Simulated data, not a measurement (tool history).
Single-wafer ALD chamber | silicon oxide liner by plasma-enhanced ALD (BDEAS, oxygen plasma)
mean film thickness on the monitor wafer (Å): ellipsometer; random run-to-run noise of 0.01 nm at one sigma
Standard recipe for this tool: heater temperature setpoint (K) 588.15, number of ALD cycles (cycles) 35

run    hour  heater temperature setpoint (K)  number of ALD cycles (cycles)  wafers since the last listed run  hours since the last thermocouple change  hours since the gauge calibration  read-back reference wafer on the same gauge, thickness_nm  mean film thickness on the monitor wafer (Å)
  1       0                           588.15                             30                                 0                                    2032.5                              814.2                                                       2.78                                         27.62
  2    29.1                           588.15                             30                               329                                    2061.6                              843.3                                                       2.78                                         27.78
  3    58.5                           588.15                             35                               333                                      2091                              872.7                                                      2.781                                         32.47
  4     101                           588.15                             35                               481                                    2133.5                              915.2                                                      2.779                                         32.05
  5   154.7                           588.15                             33                               608                                    2187.2                              968.9                                                      2.779                                         30.24
      211.6  -- gauge calibrated
  6   219.2                           588.15                             33                               731                                    2251.7                                7.6                                                       2.78                                         30.43
  7     278                           596.15                             35                               666                                    2310.5                               66.4                                                      2.782                                         31.79
  8   305.1                           596.15                             35                               307                                    2337.6                               93.5                                                       2.78                                         31.83
  9   368.2                           596.15                             35                               715                                    2400.7                              156.6                                                      2.781                                         31.88
 10   395.2                           582.15                             38                               306                                    2427.7                              183.6                                                      2.779                                         35.32
 11   455.9                           582.15                             38                               688                                    2488.4                              244.3                                                      2.781                                         35.47
 12   483.8                           582.15                             38                               316                                    2516.3                              272.2                                                       2.78                                         35.29
 13   522.5                           579.15                             30                               438                                      2555                              310.9                                                      2.782                                         28.03
 14     562                           588.15                             37                               447                                    2594.5                              350.4                                                       2.78                                         33.97
 15   630.8                           578.15                             35                               780                                    2663.3                              419.2                                                      2.779                                         32.77
 16   656.7                           578.15                             35                               293                                    2689.2                              445.1                                                      2.779                                          32.9
 17   712.5                           578.15                             35                               632                                      2745                              500.9                                                      2.778                                          32.7
 18   878.6                           583.15                             35                              1883                                    2911.1                                667                                                       2.78                                         32.52
 19   947.3                           583.15                             35                               779                                    2979.8                              735.7                                                       2.78                                         32.68
 20   977.1                           588.15                             39                               337                                    3009.6                              765.5                                                      2.779                                         35.91
 21  1038.8                           588.15                             39                               699                                    3071.3                              827.2                                                      2.779                                         35.93
       1059  -- thermocouple changed; heater temperature recalibrated
 22  1107.1                           574.15                             39                               683                                      48.1                              895.5                                                       2.78                                         36.79
 23  1138.4                           578.15                             33                               354                                      79.4                              926.8                                                       2.78                                         30.78
     1156.1  -- gauge calibrated
 24  1163.6                           599.15                             35                               285                                     104.6                                7.5                                                       2.78                                         31.57
 25  1199.9                           577.15                             29                               411                                     140.9                               43.8                                                       2.78                                            27
 26  1236.8                           580.15                             31                               418                                     177.8                               80.7                                                      2.782                                          28.9
 27  1442.3                           588.15                             35                              2330                                     383.3                              286.2                                                      2.778                                         32.04
 28  1504.2                           588.15                             35                               701                                     445.2                              348.1                                                       2.78                                         32.21
 29  1545.7                           578.15                             32                               470                                     486.7                              389.6                                                      2.781                                         29.82
 30  1615.6                           595.15                             32                               792                                     556.6                              459.5                                                      2.779                                         29.03
 31  1673.7                           576.15                             35                               658                                     614.7                              517.6                                                      2.779                                         32.84
 32  1707.4                           588.15                             35                               382                                     648.4                              551.3                                                      2.781                                         32.37
 33  1767.8                           595.15                             33                               684                                     708.8                              611.7                                                      2.779                                         30.02
 34    1834                           588.15                             35                               750                                       775                              677.9                                                      2.778                                         32.11
 35  1872.4                           595.15                             39                               435                                     813.4                              716.3                                                      2.781                                         35.31
 36    1898                           588.15                             35                               290                                       839                              741.9                                                      2.781                                         32.26
 37  1950.9                           588.15                             40                               599                                     891.9                              794.8                                                       2.78                                            37
 38  1991.8                           581.15                             29                               463                                     932.8                              835.7                                                       2.78                                         26.95
 39  2052.2                           598.15                             31                               684                                     993.2                              896.1                                                      2.781                                         28.03
 40  2094.2                           601.15                             35                               476                                    1035.2                              938.1                                                       2.78                                          31.5
 41  2143.6                           593.15                             31                               560                                    1084.6                              987.5                                                      2.781                                         28.32
 42    2174                           575.15                             35                               344                                      1115                             1017.9                                                       2.78                                         32.76

3 options for the next run, each taken on its own from the tool as it stands now. Forecast them:
  A  2174.4                           573.15                             35                                 4                                    1115.4                             1018.3                                                          ?                                             ?
  B  2174.4                           597.15                             35                                 4                                    1115.4                             1018.3                                                          ?                                             ?
  C  2174.4                           588.15                             31                                 4                                    1115.4                             1018.3                                                          ?                                             ?

run  read-back reference wafer on the same gauge, thickness_nm  mean film thickness on the monitor wafer (Å)
  A                                                      2.779                                         33.22
  B                                                      2.779                                          31.8
  C                                                      2.779                                         28.58
Take away the tool's hidden state, keep each run's random variation, and the runs would have read:
run  mean film thickness on the monitor wafer (Å)
  A                                         33.22
  B                                          31.8
  C                                         28.58

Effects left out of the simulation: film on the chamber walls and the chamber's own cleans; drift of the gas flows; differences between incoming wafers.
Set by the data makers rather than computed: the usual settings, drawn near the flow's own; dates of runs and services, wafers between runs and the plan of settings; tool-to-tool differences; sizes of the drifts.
